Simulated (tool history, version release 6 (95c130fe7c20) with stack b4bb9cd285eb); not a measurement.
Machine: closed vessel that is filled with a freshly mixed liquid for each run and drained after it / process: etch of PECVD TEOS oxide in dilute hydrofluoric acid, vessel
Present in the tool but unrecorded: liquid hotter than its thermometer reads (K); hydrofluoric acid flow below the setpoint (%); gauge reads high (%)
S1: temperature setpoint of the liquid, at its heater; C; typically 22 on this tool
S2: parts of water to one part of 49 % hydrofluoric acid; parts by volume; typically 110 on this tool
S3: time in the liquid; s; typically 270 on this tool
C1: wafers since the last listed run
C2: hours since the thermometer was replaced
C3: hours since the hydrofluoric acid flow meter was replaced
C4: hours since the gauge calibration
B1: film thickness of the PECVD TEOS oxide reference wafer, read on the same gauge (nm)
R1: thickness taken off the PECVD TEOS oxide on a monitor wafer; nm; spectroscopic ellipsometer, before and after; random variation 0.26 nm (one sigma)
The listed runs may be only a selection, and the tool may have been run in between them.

run,day,S1,S2,S3,C1,C2,C3,C4,B1,R1
1,0,22,145,155,0,240.3,421,206.3,50.02,12.26
2,0.733,26,110,390,1441,257.9,438.6,223.9,49.96,49.44
3,1.738,26,110,390,1973,282,462.7,248,49.98,48.88
4,2.554,26,110,390,1605,301.6,482.3,267.6,50.02,50.03
5,6.912,22,110,270,8566,406.2,586.9,372.2,50.01,29.23
6,9.571,22,110,270,5225,470,650.7,436,49.96,30.03
7,10.308,22,110,270,1449,487.7,668.4,453.7,49.99,29.14
# day 12.129: hydrofluoric acid flow meter replaced
# day 14.004: thermometer replaced
8,14.025,22,110,420,7141,0.5,45.5,542.9,50.03,44.65
# day 14.121: gauge calibrated
9,17.804,22,110,170,7428,91.2,136.2,88.4,50.02,18.47
10,18.417,18,140,385,1203,105.9,150.9,103.1,50.03,26.75
11,19.142,25.5,140,180,1425,123.3,168.3,120.5,49.98,16.71
12,20.558,22,110,170,2784,157.3,202.3,154.5,49.99,18.39
13,21.629,22,65,270,2104,183,228,180.2,50,51.96
14,22.792,26.5,70,125,2285,210.9,255.9,208.1,50.03,26.79

Some steps in R1 between neighbouring runs. How much of each would the tool show without its hidden state too (settings, what came in, random variation), and how much is left for the hidden state, with any gauge scatter that isn't in both results?
Run 1 -> 2: S1 22 -> 26, S2 145 -> 110, S3 155 -> 390. R1 +37.18 nm: hidden state +0.81, all else +36.37.
Run 7 -> 8: S3 270 -> 420, hydrofluoric acid flow meter replaced, thermometer replaced. R1 +15.51 nm: hidden state -0.86, all else +16.37.
